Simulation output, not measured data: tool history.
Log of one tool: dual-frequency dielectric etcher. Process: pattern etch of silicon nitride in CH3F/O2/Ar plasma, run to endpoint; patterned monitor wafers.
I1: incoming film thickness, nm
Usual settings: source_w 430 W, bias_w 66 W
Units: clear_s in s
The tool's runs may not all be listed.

Run 1, hour 0.0: usual settings; I1 23.93. Result: clear_s 32.0 s.
Run 2, hour 9.5: usual settings; I1 23.89. Result: clear_s 32.2 s.
Run 3, hour 25.5: usual settings but bias_w 60 W; I1 23.89. Result: clear_s 32.3 s.
Run 4, hour 42.3: usual settings but bias_w 60 W; I1 24.00. Result: clear_s 32.6 s.
Run 5, hour 57.4: usual settings but source_w 350 W, bias_w 58 W; I1 23.74. Result: clear_s 35.2 s.
Run 6, hour 63.8: usual settings but source_w 350 W, bias_w 58 W; I1 23.88. Result: clear_s 35.4 s.
Run 7, hour 89.3: usual settings but source_w 350 W, bias_w 58 W; I1 23.86. Result: clear_s 35.4 s.
Run 8, hour 103.2: usual settings; I1 24.16. Result: clear_s 32.0 s.
At hour 128.9: wet clean of the chamber.
At hour 135.8: upper electrode replaced.
Run 9, hour 136.3: usual settings; I1 24.19. Result: clear_s 33.1 s.
Run 10, hour 136.6: usual settings; I1 23.80. Result: clear_s 32.6 s.
Run 11, hour 142.9: usual settings; I1 23.86. Result: clear_s 32.8 s.
At hour 152.5: source power generator calibrated.
Run 12, hour 153.0: usual settings but source_w 480 W; I1 24.42. Result: clear_s 32.2 s.
Run 13, hour 168.1: usual settings but source_w 350 W, bias_w 58 W; I1 24.11. Result: clear_s 36.7 s.
Run 14, hour 178.2: usual settings but source_w 500 W, bias_w 58 W; I1 24.01. Result: clear_s 31.3 s.
At hour 183.1: bias power generator calibrated.
Run 15, hour 188.4: usual settings but source_w 520 W, bias_w 51 W; I1 24.15. Result: clear_s 32.0 s.
Run 16, hour 196.5: usual settings; I1 24.00. Result: clear_s 32.8 s.
Run 17, hour 204.1: usual settings but source_w 520 W, bias_w 70 W; I1 23.92. Result: clear_s 29.9 s.
Run 18, hour 215.8: usual settings but bias_w 76 W; I1 23.85. Result: clear_s 31.8 s.
Run 19, hour 223.8: usual settings but bias_w 81 W; I1 24.15. Result: clear_s 31.7 s.
Run 20, hour 241.0: usual settings; I1 23.75. Result: clear_s 32.1 s.
Run 21, hour 251.5: usual settings but source_w 390 W, bias_w 82 W; I1 23.82. Result: clear_s 32.3 s.
Run 22, hour 263.6: usual settings; I1 23.89. Result: clear_s 32.4 s.
Run 23, hour 270.8: usual settings but source_w 350 W, bias_w 59 W; I1 23.95. Result: clear_s 35.8 s.
Run 24, hour 285.3: usual settings but source_w 330 W, bias_w 53 W; I1 24.08. Result: clear_s 37.6 s.
Run 25, hour 303.3: usual settings; I1 23.90. Result: clear_s 32.5 s.

The same runs without the tool's hidden state, with the same run-to-run variation:
The hidden state here: etch rate over this chamber's usual, %; source power that arrives over what is set, %; bias power that arrives over what is set, %.
run  clear_s
  1     32.8
  2     33.0
  3     33.1
  4     33.5
  5     36.2
  6     36.5
  7     36.5
  8     33.1
  9     33.2
 10     32.7
 11     32.9
 12     32.3
 13     36.9
 14     31.4
 15     32.2
 16     33.0
 17     30.1
 18     32.0
 19     31.9
 20     32.4
 21     32.7
 22     32.8
 23     36.3
 24     38.1
 25     33.0
